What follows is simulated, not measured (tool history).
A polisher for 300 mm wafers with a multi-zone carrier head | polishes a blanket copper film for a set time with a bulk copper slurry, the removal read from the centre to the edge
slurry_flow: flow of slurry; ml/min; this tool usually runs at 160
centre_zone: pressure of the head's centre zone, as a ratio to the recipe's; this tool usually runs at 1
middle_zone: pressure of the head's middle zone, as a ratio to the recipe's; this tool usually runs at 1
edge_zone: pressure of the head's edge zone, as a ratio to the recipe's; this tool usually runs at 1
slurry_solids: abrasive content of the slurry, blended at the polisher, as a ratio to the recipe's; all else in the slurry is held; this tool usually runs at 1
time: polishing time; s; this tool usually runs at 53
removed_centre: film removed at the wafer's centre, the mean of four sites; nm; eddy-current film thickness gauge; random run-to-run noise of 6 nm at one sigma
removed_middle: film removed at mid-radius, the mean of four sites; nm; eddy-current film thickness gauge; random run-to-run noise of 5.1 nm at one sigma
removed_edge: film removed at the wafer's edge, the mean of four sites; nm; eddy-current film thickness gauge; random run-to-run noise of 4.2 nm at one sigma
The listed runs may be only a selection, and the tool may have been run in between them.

run,day,slurry_flow,centre_zone,middle_zone,edge_zone,slurry_solids,time,wafers since the last listed run,wafers polished on this pad,hours since the slurry nozzle was cleaned,hours since the centre zone pressure was calibrated,hours since the edge zone pressure was calibrated,hours since the carrier head's membrane was replaced,"incoming thickness of the incoming film, nm",removed_centre,removed_middle,removed_edge
1,0,160,1,1,1,1,53,0,3215,43.1,90.4,163.2,266.1,4176.3,466.1,493.8,487.3
# day 1.05: worn pad replaced by a new one
# day 7.904: centre zone pressure recalibrated
2,8.017,160,1,1,1,1,53,2843,2520,235.5,2.7,355.6,458.5,4071.7,482.1,492,486.9
3,10.804,160,1,1,1,1,53,1020,3541,302.4,69.6,422.5,525.4,4107,472.7,491.4,474.5
4,12.446,160,0.94,1,1,1,53,601,4142,341.8,109,461.9,564.8,4128.4,441.6,489.3,487.6
# day 12.971: worn pad replaced by a new one, of another model than before
5,15.567,160,0.94,1,1,1,53,1081,950,416.7,183.9,536.8,639.7,4199.8,412,483.6,488.6
# day 17.108: edge zone pressure recalibrated
# day 19.696: carrier head's membrane replaced by a new one
6,19.938,160,0.94,1,1,1,53,1493,2444,521.6,288.8,67.9,5.8,4066.1,405.4,493.7,481.2
# day 20.654: centre zone pressure recalibrated
# day 22.288: slurry nozzle cleaned
# day 24.017: worn pad replaced by a new one
7,24.038,160,1,1,0.94,1,53,1394,8,42,81.2,166.3,104.2,4116.6,466.8,485.4,472.6
8,26.358,160,1,1,0.94,1,53,849,858,97.7,136.9,222,159.9,4144.9,460.1,497.8,478.1
9,29.138,180,1,1,1,1,53,1017,1875,164.4,203.6,288.7,226.6,4123.4,467.5,500.5,493.8
10,31.083,160,1,1,1,1,53,712,2588,211.1,250.3,335.4,273.3,4106.7,438,487,486.4
# day 34.033: centre zone pressure recalibrated
# day 34.408: worn pad replaced by a new one
11,35.238,160,0.94,1,1,1,53,1429,304,310.8,28.9,435.1,373,4074.1,463.6,478.3,477.3
# day 38.567: edge zone pressure recalibrated
12,38.725,160,1,1,1,1,66,1246,1550,394.5,112.6,3.8,456.7,4135.6,581.4,605.6,593.7
13,41.225,175,1,1.08,1,0.7,53,915,2465,454.5,172.6,63.8,516.7,4046.4,436.4,514.2,462
# day 43.979: worn pad replaced by a new one
14,44.533,160,1.04,1,0.94,0.9,38,1150,202,533.9,252,143.2,596.1,4127,319,340.9,330.6
15,46.612,140,0.95,1,1,0.75,53,761,963,583.8,301.9,193.1,646,4092.1,367.4,443,444.7

Predict the results of run 16:
# day 47.604: centre zone pressure recalibrated
16,48.5,160,0.9,1,0.93,0.8,59,660,1624,629.1,21.5,238.4,691.3,4054.4,?,?,?

{"run 16": {"removed_centre": 470.2, "removed_middle": 537.9, "removed_edge": 506.3}}
Take away the tool's hidden state, keep the run-to-run variation as it was, and the same run would have given removed_centre 467.5 nm, removed_middle 537.9 nm, removed_edge 506.3 nm.

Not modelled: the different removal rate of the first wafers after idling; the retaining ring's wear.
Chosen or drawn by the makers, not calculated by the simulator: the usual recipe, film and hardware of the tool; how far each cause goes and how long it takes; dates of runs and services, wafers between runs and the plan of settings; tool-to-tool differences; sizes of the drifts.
